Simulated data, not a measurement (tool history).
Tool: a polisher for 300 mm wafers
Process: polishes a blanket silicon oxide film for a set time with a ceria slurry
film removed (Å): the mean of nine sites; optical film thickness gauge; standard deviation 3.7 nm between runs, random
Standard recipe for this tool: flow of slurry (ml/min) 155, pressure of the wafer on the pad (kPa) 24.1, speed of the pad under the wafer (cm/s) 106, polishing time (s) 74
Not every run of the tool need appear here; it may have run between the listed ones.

run   hour  flow of slurry (ml/min)  pressure of the wafer on the pad (kPa)  speed of the pad under the wafer (cm/s)  polishing time (s)  incoming thickness of the incoming film, nm  film removed (Å)
  1      0                      155                                    18.6                                      106                  74                                       1077.8              2934
  2    6.1                      155                                    18.6                                      106                  74                                       1072.7              2914
  3     17                      155                                    24.1                                      136                  74                                       1072.2              4462
  4   25.7                      155                                    24.1                                      136                  74                                       1071.6              4452
  5   36.5                      155                                    24.1                                      136                  74                                         1071              4299
  6   44.4                      155                                    24.1                                      106                  74                                       1079.2              3385
      55.4  -- worn pad replaced by a new one
  7   55.9                      155                                    24.1                                      106                  74                                       1073.3              3770
  8   66.4                      195                                    24.1                                       72                  60                                       1084.8              2122
  9   80.6                      155                                    17.9                                      120                  74                                       1075.1              3384
 10   90.9                      155                                    24.1                                      106                  74                                       1092.4              3665
      99.6  -- head pressure recalibrated
 11  102.9                      170                                    20.7                                      122                  96                                       1071.8              4843
     112.6  -- slurry nozzle cleaned
 12  113.4                      170                                    24.1                                      124                  51                                       1073.1              2926
 13  119.9                      155                                    17.9                                      124                  95                                         1074              4292
     166.3  -- worn pad replaced by a new one
 14    169                      155                                    24.1                                      106                  74                                       1086.1              3749

Predict each of these 4 candidate next runs independently; none follows another, all start after run 14:
  A  169.4                      125                                    24.1                                      106                  74                                       1083.7                 ?
  B  169.4                      155                                    24.1                                       86                  74                                       1083.7                 ?
  C  169.4                      115                                    27.6                                      122                  64                                       1083.7                 ?
  D  169.4                      185                                    24.1                                      106                  74                                       1083.7                 ?

run  film removed (Å)
  A              3726
  B              3113
  C              4045
  D              3922
Take away the tool's hidden state, keep each run's random variation, and the runs would have read:
run  film removed (Å)
  A              3767
  B              3147
  C              4089
  D              3964
